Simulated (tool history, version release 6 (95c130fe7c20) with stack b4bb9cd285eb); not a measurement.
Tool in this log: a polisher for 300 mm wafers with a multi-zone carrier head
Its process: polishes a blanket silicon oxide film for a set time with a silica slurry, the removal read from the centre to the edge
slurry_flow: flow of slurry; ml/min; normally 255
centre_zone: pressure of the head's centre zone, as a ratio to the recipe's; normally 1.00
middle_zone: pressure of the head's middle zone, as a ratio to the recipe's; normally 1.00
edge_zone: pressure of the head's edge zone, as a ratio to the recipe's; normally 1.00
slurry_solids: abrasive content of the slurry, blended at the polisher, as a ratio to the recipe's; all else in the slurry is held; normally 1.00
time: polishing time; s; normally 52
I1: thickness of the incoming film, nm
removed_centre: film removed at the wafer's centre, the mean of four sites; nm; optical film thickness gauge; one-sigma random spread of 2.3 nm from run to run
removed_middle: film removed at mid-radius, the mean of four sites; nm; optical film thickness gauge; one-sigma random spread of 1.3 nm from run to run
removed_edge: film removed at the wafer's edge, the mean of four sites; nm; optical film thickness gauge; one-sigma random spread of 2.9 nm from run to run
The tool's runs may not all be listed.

Run 1, day 0.000: usual settings but slurry_solids 1.10; I1 1633.0. Result: removed_centre 195.1 nm, removed_middle 200.7 nm, removed_edge 205.4 nm.
At day 3.792: worn pad replaced by a new one.
Run 2, day 3.829: usual settings but slurry_solids 1.10; I1 1616.3. Result: removed_centre 190.3 nm, removed_middle 194.7 nm, removed_edge 201.1 nm.
At day 5.942: edge zone pressure recalibrated.
Run 3, day 8.162: usual settings but slurry_solids 1.10; I1 1588.2. Result: removed_centre 181.3 nm, removed_middle 192.7 nm, removed_edge 201.0 nm.
At day 13.542: worn pad replaced by a new one.
Run 4, day 14.396: usual settings but centre_zone 1.09, middle_zone 1.03; I1 1607.3. Result: removed_centre 192.4 nm, removed_middle 190.0 nm, removed_edge 190.7 nm.
At day 15.846: slurry nozzle cleaned.
Run 5, day 16.671: usual settings but centre_zone 0.93; I1 1624.8. Result: removed_centre 172.4 nm, removed_middle 196.7 nm, removed_edge 202.4 nm.
Run 6, day 18.850: usual settings but centre_zone 0.93; I1 1616.9. Result: removed_centre 165.5 nm, removed_middle 193.8 nm, removed_edge 199.2 nm.
At day 20.121: edge zone pressure recalibrated.
Run 7, day 21.062: usual settings but centre_zone 0.93; I1 1625.7. Result: removed_centre 163.5 nm, removed_middle 187.7 nm, removed_edge 194.2 nm.
Run 8, day 22.804: usual settings but slurry_flow 285 ml/min, time 46 s; I1 1597.8. Result: removed_centre 154.3 nm, removed_middle 168.3 nm, removed_edge 172.5 nm.
At day 23.629: worn pad replaced by a new one.
Run 9, day 24.625: usual settings but centre_zone 1.04, slurry_solids 1.25; I1 1624.2. Result: removed_centre 192.0 nm, removed_middle 201.3 nm, removed_edge 209.1 nm.
Run 10, day 27.162: usual settings but slurry_flow 215 ml/min, edge_zone 1.07; I1 1634.6. Result: removed_centre 165.3 nm, removed_middle 180.1 nm, removed_edge 196.1 nm.
At day 30.358: centre zone pressure recalibrated.
At day 30.588: carrier head's membrane replaced by a new one.
At day 30.629: slurry nozzle cleaned.
Run 11, day 33.379: usual settings but centre_zone 0.93, edge_zone 1.05, slurry_solids 0.90, time 43 s; I1 1588.4. Result: removed_centre 143.1 nm, removed_middle 156.2 nm, removed_edge 161.4 nm.
At day 33.892: worn pad replaced by a new one.
At day 37.808: edge zone pressure recalibrated.
At day 45.546: worn pad replaced by a new one.
Run 12, day 45.567: usual settings but slurry_flow 175 ml/min, edge_zone 1.08; I1 1621.7. Result: removed_centre 162.9 nm, removed_middle 175.6 nm, removed_edge 192.3 nm.
At day 46.262: slurry nozzle cleaned.
Run 13, day 47.158: usual settings but middle_zone 0.91, edge_zone 0.90, slurry_solids 1.15; I1 1626.1. Result: removed_centre 191.8 nm, removed_middle 190.7 nm, removed_edge 198.8 nm.
Run 14, day 50.679: usual settings; I1 1623.5. Result: removed_centre 180.9 nm, removed_middle 191.0 nm, removed_edge 191.7 nm.

Below are 5 alternative next runs, each starting from the tool's condition after run 14. Predict each:
Run A, day 50.696: usual settings; I1 1608.3. Result: removed_centre ?, removed_middle ?, removed_edge ?.
Run B, day 50.696: usual settings but slurry_solids 1.15; I1 1608.3. Result: removed_centre ?, removed_middle ?, removed_edge ?.
Run C, day 50.696: usual settings but slurry_flow 340 ml/min, middle_zone 0.92, edge_zone 1.09, slurry_solids 1.10; I1 1608.3. Result: removed_centre ?, removed_middle ?, removed_edge ?.
Run D, day 50.696: usual settings but slurry_flow 330 ml/min, slurry_solids 0.90; I1 1608.3. Result: removed_centre ?, removed_middle ?, removed_edge ?.
Run E, day 50.696: usual settings but centre_zone 1.08; I1 1608.3. Result: removed_centre ?, removed_middle ?, removed_edge ?.

run  removed_centre  removed_middle  removed_edge
  A           180.9           191.4         202.4
  B           188.0           198.8         210.2
  C           192.9           190.3         222.6
  D           182.1           192.0         201.3
  E           195.6           191.3         202.4
With no hidden state in the tool, these same runs would have given:
run  removed_centre  removed_middle  removed_edge
  A           197.1           198.9         208.3
  B           204.8           206.6         216.4
  C           208.2           196.0         227.8
  D           196.7           197.9         206.1
  E           213.0           198.8         208.3
